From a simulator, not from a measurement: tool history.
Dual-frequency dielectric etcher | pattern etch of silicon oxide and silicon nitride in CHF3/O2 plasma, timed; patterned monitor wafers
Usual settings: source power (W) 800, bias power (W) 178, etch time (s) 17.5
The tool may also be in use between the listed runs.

run    hour  source power (W)  bias power (W)  etch time (s)  wafers since the last listed run  hours since the last wet clean  hours since the last source power generator calibration  hours since the last bias power generator calibration  hours since the last upper electrode change  hours since the gauge calibration  read-back reference wafer on the same gauge, depth_nm  mean etch depth across the wafer (nm)
  1       0               800             178           17.5                                 0                           490.5                                                     2869                                                 2836.7                                       1242.5                              520.8                                                  26.39                                   32.2
  2    69.9               800             178           17.5                              1318                           560.4                                                   2938.9                                                 2906.6                                       1312.4                              590.7                                                   26.4                                  32.21
      106.8  -- wet clean of the chamber
  3   148.2               800             178           17.5                              1024                            41.4                                                   3017.2                                                 2984.9                                       1390.7                                669                                                  26.38                                  32.23
  4   218.4               800             178           17.5                              1323                           111.6                                                   3087.4                                                 3055.1                                       1460.9                              739.2                                                  26.42                                  32.21
  5   293.4               800             178           17.5                              1414                           186.6                                                   3162.4                                                 3130.1                                       1535.9                              814.2                                                   26.4                                   32.3
  6     398               800             178           17.5                              1972                           291.2                                                     3267                                                 3234.7                                       1640.5                              918.8                                                  26.41                                  32.33
  7   496.7               800             178           17.5                              1861                           389.9                                                   3365.7                                                 3333.4                                       1739.2                             1017.5                                                  26.41                                  32.42
  8   581.8               800             178           17.5                              1604                             475                                                   3450.8                                                 3418.5                                       1824.3                             1102.6                                                  26.39                                  32.44
  9   637.2               800             178           17.5                              1044                           530.4                                                   3506.2                                                 3473.9                                       1879.7                               1158                                                  26.39                                  32.35
      682.9  -- upper electrode replaced
 10   705.8               800             178           17.5                               841                             599                                                   3574.8                                                 3542.5                                         22.9                             1226.6                                                  26.43                                  32.42
      715.2  -- bias power generator calibrated
      731.5  -- wet clean of the chamber
 11   770.9               890             194             20                               845                            39.4                                                   3639.9                                                   55.7                                           88                             1291.7                                                  26.41                                  40.23
 12   851.6               800             178           17.5                              1521                           120.1                                                   3720.6                                                  136.4                                        168.7                             1372.4                                                  26.41                                   32.3
      893.6  -- gauge calibrated
 13   934.6               690             178           17.5                              1565                           203.1                                                   3803.6                                                  219.4                                        251.7                                 41                                                  26.42                                  30.03
 14  1033.8               610             178           19.5                              1870                           302.3                                                   3902.8                                                  318.6                                        350.9                              140.2                                                   26.4                                  31.02
     1086.2  -- source power generator calibrated
 15  1141.7               860             178           15.5                              1959                           410.2                                                     55.5                                                  426.5                                        458.8                              248.1                                                   26.4                                  28.98
 16  1186.9               640             210             15                               852                           455.4                                                    100.7                                                  471.7                                          504                              293.3                                                   26.4                                  25.26

Forecast run 17:
 17  1235.7               980             201             13                               920                           504.2                                                    149.5                                                  520.5                                        552.8                              342.1                                                      ?                                      ?

read-back reference wafer on the same gauge, depth_nm: 26.39
mean etch depth across the wafer (nm): 27.1
Without the tool's hidden state the same run would have given mean etch depth across the wafer (nm) 27.24.

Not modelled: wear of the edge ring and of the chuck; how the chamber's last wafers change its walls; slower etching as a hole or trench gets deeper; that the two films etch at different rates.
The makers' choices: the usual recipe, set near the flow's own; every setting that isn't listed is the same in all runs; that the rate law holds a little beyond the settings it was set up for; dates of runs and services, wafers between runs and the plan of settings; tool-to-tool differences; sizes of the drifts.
